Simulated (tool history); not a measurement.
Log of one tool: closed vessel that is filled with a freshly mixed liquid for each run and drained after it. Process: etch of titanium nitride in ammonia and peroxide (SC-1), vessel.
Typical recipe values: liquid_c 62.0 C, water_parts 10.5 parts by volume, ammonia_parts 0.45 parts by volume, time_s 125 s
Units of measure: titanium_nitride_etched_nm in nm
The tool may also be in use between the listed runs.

| run | hour | liquid_c | water_parts | ammonia_parts | time_s | read-back film thickness of the titanium nitride reference wafer, read on the same gauge (nm) | titanium_nitride_etched_nm |
|---|---|---|---|---|---|---|---|
| 1 | 0.0 | 62.0 | 10.5 | 0.45 | 125 | 70.02 | 12.07 |
| 2 | 52.8 | 62.0 | 10.5 | 0.45 | 125 | 70.00 | 11.99 |
| 3 | 89.7 | 62.0 | 10.5 | 0.45 | 125 | 70.00 | 11.96 |
| 4 | 141.1 | 62.0 | 7.0 | 0.55 | 125 | 69.98 | 15.45 |
| 5 | 173.2 | 52.5 | 9.0 | 0.45 | 125 | 69.97 | 6.87 |
|  | 216.7 | new drum of ammonia solution connected |
| 6 | 217.2 | 62.0 | 10.5 | 0.45 | 125 | 70.00 | 12.04 |
| 7 | 254.7 | 62.0 | 12.0 | 0.60 | 125 | 69.99 | 11.75 |
| 8 | 309.6 | 62.0 | 10.5 | 0.55 | 125 | 70.05 | 12.39 |
| 9 | 335.0 | 62.0 | 8.5 | 0.40 | 125 | 70.01 | 13.08 |
| 10 | 511.4 | 54.0 | 10.5 | 0.45 | 180 | 69.99 | 10.03 |
| 11 | 571.4 | 65.0 | 10.5 | 0.45 | 175 | 70.04 | 20.12 |
| 12 | 632.8 | 67.0 | 6.5 | 0.45 | 125 | 70.00 | 20.74 |
|  | 684.6 | new drum of ammonia solution connected |
| 13 | 685.0 | 62.0 | 13.5 | 0.45 | 155 | 70.02 | 12.78 |
| 14 | 719.3 | 62.0 | 10.5 | 0.45 | 125 | 69.97 | 11.81 |
|  | 819.7 | thermometer replaced |
| 15 | 879.9 | 52.5 | 10.5 | 0.40 | 125 | 70.05 | 6.29 |
| 16 | 912.9 | 62.0 | 10.5 | 0.45 | 125 | 70.02 | 12.15 |
| 17 | 960.7 | 62.0 | 15.5 | 0.40 | 125 | 70.01 | 9.64 |
| 18 | 990.7 | 62.0 | 10.5 | 0.45 | 125 | 69.95 | 12.23 |
|  | 1037.4 | gauge calibrated |
|  | 1038.3 | ammonia flow meter replaced |
| 19 | 1051.9 | 62.0 | 10.5 | 0.45 | 125 | 69.98 | 12.08 |
| 20 | 1086.7 | 66.0 | 10.5 | 0.45 | 180 | 69.97 | 22.53 |
| 21 | 1135.1 | 67.5 | 8.0 | 0.40 | 50 | 70.01 | 7.73 |
| 22 | 1169.0 | 62.0 | 7.0 | 0.45 | 125 | 70.02 | 14.81 |
|  | 1206.3 | new drum of ammonia solution connected |
| 23 | 1211.4 | 58.0 | 10.5 | 0.45 | 125 | 70.01 | 9.28 |
| 24 | 1242.4 | 66.0 | 7.5 | 0.50 | 165 | 69.97 | 24.74 |
| 25 | 1304.8 | 62.0 | 10.5 | 0.45 | 125 | 70.03 | 11.97 |
| 26 | 1469.8 | 68.0 | 10.5 | 0.40 | 125 | 70.01 | 17.09 |
| 27 | 1640.2 | 62.0 | 10.5 | 0.50 | 100 | 70.02 | 9.68 |

The tool's hidden state at each run:
ammonia flow below the setpoint (%): 0 across all the runs
ammonia solution weaker than its label (%): 0 across all the runs
gauge reads high (%): 0 across all the runs
H1: liquid colder than its thermometer reads (K)
| run | H1 |
|---|---|
| 1 | 0.178 |
| 2 | 0.205 |
| 3 | 0.225 |
| 4 | 0.252 |
| 5 | 0.269 |
| 6 | 0.292 |
| 7 | 0.312 |
| 8 | 0.341 |
| 9 | 0.354 |
| 10 | 0.447 |
| 11 | 0.479 |
| 12 | 0.511 |
| 13 | 0.538 |
| 14 | 0.556 |
| 15 | 0.0678 |
| 16 | 0.0851 |
| 17 | 0.11 |
| 18 | 0.126 |
| 19 | 0.158 |
| 20 | 0.177 |
| 21 | 0.202 |
| 22 | 0.22 |
| 23 | 0.242 |
| 24 | 0.259 |
| 25 | 0.292 |
| 26 | 0.378 |
| 27 | 0.468 |
